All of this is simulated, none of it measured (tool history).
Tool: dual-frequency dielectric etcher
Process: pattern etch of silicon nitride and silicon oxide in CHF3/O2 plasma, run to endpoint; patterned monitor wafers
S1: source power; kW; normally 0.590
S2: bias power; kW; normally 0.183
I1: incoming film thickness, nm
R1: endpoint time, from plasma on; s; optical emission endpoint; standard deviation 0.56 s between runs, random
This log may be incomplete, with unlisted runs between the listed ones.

run,hour,S1,S2,I1,R1
1,0.0,0.590,0.183,197.5,132.4
2,18.9,0.590,0.183,197.5,132.9
3,47.4,0.590,0.183,196.3,132.6
4,76.3,0.590,0.183,198.4,135.5
5,99.2,0.590,0.183,198.0,135.3
6,116.0,0.590,0.183,196.5,133.9
7,135.9,0.590,0.183,197.7,135.5
8,160.1,0.530,0.160,197.9,150.6
9,184.8,0.660,0.193,199.7,127.3
# hour 273.5: bias power generator calibrated
# hour 289.6: source power generator calibrated
10,290.1,0.480,0.137,197.4,176.3
# hour 339.3: upper electrode replaced
11,339.8,0.590,0.183,199.1,139.2
# hour 375.6: wet clean of the chamber
12,376.1,0.540,0.183,198.0,140.4
13,376.5,0.470,0.183,199.5,151.6
14,393.4,0.680,0.215,199.6,119.0
15,425.6,0.590,0.183,200.8,137.9
16,439.9,0.590,0.139,199.2,155.4
17,455.8,0.530,0.229,200.7,130.3
18,486.7,0.470,0.227,199.1,137.9
19,593.7,0.540,0.143,196.2,162.3

Branching from run 19: 4 alternative next runs. What would each branch give?
A,594.2,0.590,0.183,197.6,?
B,594.2,0.730,0.183,197.6,?
C,594.2,0.640,0.183,197.6,?
D,594.2,0.520,0.218,197.6,?

run,R1
A,138.6
B,125.9
C,133.5
D,135.4
Without the tool's hidden state the same runs would have given:
run,R1
A,134.1
B,121.8
C,129.2
D,131.0
